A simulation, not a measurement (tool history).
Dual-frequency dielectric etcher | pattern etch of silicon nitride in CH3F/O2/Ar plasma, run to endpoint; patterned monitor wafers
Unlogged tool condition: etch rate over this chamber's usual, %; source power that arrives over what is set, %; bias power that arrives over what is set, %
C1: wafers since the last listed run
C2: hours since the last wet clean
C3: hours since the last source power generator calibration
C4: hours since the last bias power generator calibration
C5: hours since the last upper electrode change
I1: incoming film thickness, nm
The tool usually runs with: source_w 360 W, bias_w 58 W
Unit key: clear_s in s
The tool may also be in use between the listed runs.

Run 1, day 0.000: usual settings but bias_w 68 W; C1 0; C2 535.2; C3 2005.5; C4 2013.0; C5 5089.6; I1 24.11. Result: clear_s 37.0 s.
Run 2, day 0.329: usual settings; C1 97; C2 543.1; C3 2013.4; C4 2020.9; C5 5097.5; I1 24.06. Result: clear_s 40.0 s.
Run 3, day 1.012: usual settings; C1 202; C2 559.5; C3 2029.8; C4 2037.3; C5 5113.9; I1 24.21. Result: clear_s 40.3 s.
Run 4, day 1.688: usual settings but bias_w 61 W; C1 199; C2 575.7; C3 2046.0; C4 2053.5; C5 5130.1; I1 24.35. Result: clear_s 39.5 s.
At day 3.083: upper electrode replaced.
At day 4.029: wet clean of the chamber.
Run 5, day 4.050: usual settings but bias_w 61 W; C1 123; C2 0.5; C3 2102.7; C4 2110.2; C5 23.2; I1 24.61. Result: clear_s 37.8 s.
Run 6, day 4.067: usual settings; C1 4; C2 0.9; C3 2103.1; C4 2110.6; C5 23.6; I1 24.52. Result: clear_s 38.9 s.
Run 7, day 4.500: usual settings; C1 128; C2 11.3; C3 2113.5; C4 2121.0; C5 34.0; I1 24.42. Result: clear_s 38.4 s.
At day 4.875: bias power generator calibrated.
Run 8, day 4.896: usual settings; C1 67; C2 20.8; C3 2123.0; C4 0.5; C5 43.5; I1 24.31. Result: clear_s 38.5 s.
Run 9, day 5.562: usual settings but source_w 390 W, bias_w 52 W; C1 197; C2 36.8; C3 2139.0; C4 16.5; C5 59.5; I1 24.53. Result: clear_s 39.8 s.
At day 5.742: source power generator calibrated.
Run 10, day 6.192: usual settings but bias_w 46 W; C1 136; C2 51.9; C3 10.8; C4 31.6; C5 74.6; I1 24.34. Result: clear_s 42.8 s.
Run 11, day 6.779: usual settings; C1 173; C2 66.0; C3 24.9; C4 45.7; C5 88.7; I1 24.51. Result: clear_s 39.0 s.

Predict the results of run 12:
Run 12, day 7.133: usual settings but source_w 390 W; C1 104; C2 74.5; C3 33.4; C4 54.2; C5 97.2; I1 24.10. Result: clear_s ?.

{"run 12": {"clear_s": 37.4}}
Were there no unlogged condition in the tool, this run, its random variation unchanged, would have produced clear_s 37.2 s.

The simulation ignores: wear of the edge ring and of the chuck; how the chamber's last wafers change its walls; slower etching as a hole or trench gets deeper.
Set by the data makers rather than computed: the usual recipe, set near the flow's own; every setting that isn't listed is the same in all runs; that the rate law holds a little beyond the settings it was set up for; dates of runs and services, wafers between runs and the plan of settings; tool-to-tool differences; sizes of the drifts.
